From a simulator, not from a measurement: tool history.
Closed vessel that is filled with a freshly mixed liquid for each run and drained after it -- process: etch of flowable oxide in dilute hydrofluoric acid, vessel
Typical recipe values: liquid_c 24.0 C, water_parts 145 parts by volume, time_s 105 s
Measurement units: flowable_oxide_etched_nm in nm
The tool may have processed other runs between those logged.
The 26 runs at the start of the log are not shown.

run	hour	liquid_c	water_parts	time_s	wafers since the last listed run	hours since the thermometer was replaced	hours since the hydrofluoric acid flow meter was replaced	hours since the gauge calibration	read-back film thickness of the flowable oxide reference wafer, read on the same gauge (nm)	flowable_oxide_etched_nm
27	372.2	21.0	110	105	1376	90.2	131.9	83.8	40.01	17.80
28	388.9	26.5	205	55	1619	106.9	148.6	100.5	40.00	5.56
29	397.2	21.0	145	105	804	115.2	156.9	108.8	39.99	13.00
30	408.4	24.0	125	105	1085	126.4	168.1	120.0	39.99	17.37
31	414.5	19.0	100	90	591	132.5	174.2	126.1	40.03	15.50
32	428.0	24.0	145	105	1308	146.0	187.7	139.6	40.00	14.71
33	436.8	20.5	210	155	853	154.8	196.5	148.4	39.99	12.17
34	445.8	19.0	180	105	872	163.8	205.5	157.4	39.99	9.32
35	479.5	21.5	145	105	3267	197.5	239.2	191.1	39.97	13.31

Below are 3 alternative next runs, each starting from the tool's condition after run 35. Predict each:
A	480.2	24.0	145	70	67	198.2	239.9	191.8	?	?
B	480.2	19.0	110	65	67	198.2	239.9	191.8	?	?
C	480.2	28.5	145	105	67	198.2	239.9	191.8	?	?

run	read-back film thickness of the flowable oxide reference wafer, read on the same gauge (nm)	flowable_oxide_etched_nm
A	39.98	9.81
B	39.98	10.23
C	39.98	17.42
Take away the tool's hidden state, keep each run's random variation, and the runs would have read:
run	flowable_oxide_etched_nm
A	9.67
B	10.08
C	17.16

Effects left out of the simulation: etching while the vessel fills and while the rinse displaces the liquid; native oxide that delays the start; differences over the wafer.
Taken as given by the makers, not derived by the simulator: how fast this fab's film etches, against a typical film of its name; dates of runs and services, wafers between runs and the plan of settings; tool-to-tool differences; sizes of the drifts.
